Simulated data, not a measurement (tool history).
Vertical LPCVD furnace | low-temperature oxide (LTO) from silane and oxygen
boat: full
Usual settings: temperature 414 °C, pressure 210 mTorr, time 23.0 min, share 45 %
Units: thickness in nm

run    hour  temperature  pressure  time  share  read-back reference wafer on the same gauge, thickness  thickness
  1     0.0          414       210  29.5     50                                                  282.96     351.60
  2    39.5          414       210  29.5     50                                                  282.87     350.47
  3   111.6          414       210  29.5     50                                                  283.14     353.12
  4   207.8          414       210  23.0     45                                                  283.29     250.00
  5   266.2          414       210  18.0     48                                                  282.97     207.62
  6   353.6          414       210  23.0     45                                                  282.95     250.77
      445.2  -- pressure gauge zeroed
  7   445.7          414       210  23.0     45                                                  282.73     251.24
  8   520.0          414       210  23.0     45                                                  283.14     250.92
  9   574.2          414       210  23.0     45                                                  282.84     251.74
 10   640.6          414       210  23.0     45                                                  283.15     250.97
 11   928.4          414       210  23.0     45                                                  282.55     250.67
     1009.9  -- silane flow controller replaced
 12  1013.0          414       235  23.0     38                                                  282.81     232.98
 13  1111.9          414       260  23.0     45                                                  283.13     312.44
     1162.0  -- gauge calibrated
 14  1216.7          414       210  23.0     45                                                  283.32     252.69
     1257.7  -- thermocouples replaced and temperature profile calibrated
 15  1280.9          414       210  23.0     45                                                  282.90     249.23
 16  1352.3          414       210  23.0     45                                                  282.84     248.62
 17  1411.1          414       250  23.0     45                                                  283.28     298.39
 18  1487.2          414       210  23.0     45                                                  283.06     249.42
 19  1545.6          414       210  23.0     45                                                  282.97     248.85
 20  1618.4          414       225  23.0     45                                                  283.07     267.95
 21  1866.2          414       170  23.0     49                                                  282.83     217.55
 22  1906.3          426       245  31.5     45                                                  283.13     448.31
 23  1962.5          404       160  23.0     37                                                  283.37     136.96
 24  2069.8          406       230  28.5     50                                                  282.88     343.03
 25  2136.3          409       250  17.5     41                                                  282.87     194.49
 26  2196.9          410       225  23.0     50                                                  282.97     281.61
 27  2264.1          414       210  23.0     45                                                  283.32     248.96
 28  2326.9          425       210  17.5     45                                                  282.76     211.47
 29  2378.8          406       210  20.5     50                                                  283.02     224.84
 30  2422.6          414       210  23.0     45                                                  282.93     251.06
 31  2462.9          414       210  23.0     50                                                  283.11     275.36

Measured less the same run without the tool's hidden state. The same run-to-run variation is in both; the gauge's scatter may not be:
The hidden state here: true tube temperature minus thermocouple reading, K; true pressure minus gauge reading, mTorr; deviation of the silane flow from its setpoint, %; gauge reads high (%).
run  thickness
  1      +2.84
  2      +2.91
  3      +3.07
  4      +2.41
  5      +2.03
  6      +2.65
  7      +2.82
  8      +2.94
  9      +3.05
 10      +3.15
 11      +3.68
 12      +3.78
 13      +5.04
 14      +4.30
 15      +1.19
 16      +1.19
 17      +1.43
 18      +1.21
 19      +1.21
 20      +1.32
 21      +1.09
 22      +2.23
 23      +0.81
 24      +1.86
 25      +1.15
 26      +1.57
 27      +1.46
 28      +1.21
 29      +1.36
 30      +1.57
 31      +1.67
